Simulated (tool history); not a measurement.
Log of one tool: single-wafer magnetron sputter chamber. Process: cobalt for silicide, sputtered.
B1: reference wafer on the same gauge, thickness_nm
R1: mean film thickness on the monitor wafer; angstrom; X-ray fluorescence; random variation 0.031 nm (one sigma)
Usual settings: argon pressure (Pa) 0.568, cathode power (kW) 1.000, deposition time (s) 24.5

Run 1, hour 0.0: usual settings; B1 11.797. Result: R1 124.11 angstrom.
Run 2, hour 59.6: usual settings; B1 11.805. Result: R1 124.46 angstrom.
Run 3, hour 110.1: usual settings; B1 11.804. Result: R1 124.00 angstrom.
Run 4, hour 143.0: usual settings but argon pressure (Pa) 0.626, cathode power (kW) 1.100; B1 11.803. Result: R1 133.14 angstrom.
Run 5, hour 175.1: usual settings; B1 11.799. Result: R1 124.04 angstrom.
At hour 213.3: sputter target and shields replaced.
Run 6, hour 216.3: usual settings; B1 11.793. Result: R1 124.97 angstrom.
Run 7, hour 249.4: usual settings; B1 11.795. Result: R1 124.90 angstrom.
Run 8, hour 317.5: usual settings but deposition time (s) 21.4; B1 11.795. Result: R1 109.23 angstrom.
At hour 371.5: capacitance manometer re-zeroed and calibrated.
Run 9, hour 372.0: usual settings; B1 11.795. Result: R1 122.62 angstrom.
Run 10, hour 422.3: usual settings but cathode power (kW) 1.250; B1 11.803. Result: R1 147.76 angstrom.
Run 11, hour 484.8: usual settings; B1 11.800. Result: R1 123.31 angstrom.
At hour 547.9: sputter target and shields replaced.
At hour 680.3: magnet pack replaced.
Run 12, hour 685.9: usual settings; B1 11.801. Result: R1 122.82 angstrom.
At hour 729.3: gauge calibrated.
Run 13, hour 738.7: usual settings but cathode power (kW) 1.150, deposition time (s) 28.9; B1 11.805. Result: R1 163.37 angstrom.
At hour 900.8: sputter target and shields replaced.
Run 14, hour 937.5: usual settings but argon pressure (Pa) 0.637, cathode power (kW) 0.800, deposition time (s) 21.6; B1 11.797. Result: R1 89.52 angstrom.
Run 15, hour 964.1: usual settings but deposition time (s) 20.4; B1 11.798. Result: R1 103.28 angstrom.
Run 16, hour 1035.7: usual settings; B1 11.795. Result: R1 124.68 angstrom.

Forecast run 17:
Run 17, hour 1079.4: usual settings but argon pressure (Pa) 0.453; B1 ?. Result: R1 ?.

{"run 17": {"B1": 11.793, "R1": 127.28}}
Without the tool's hidden state the same run would have given R1 125.77 angstrom.
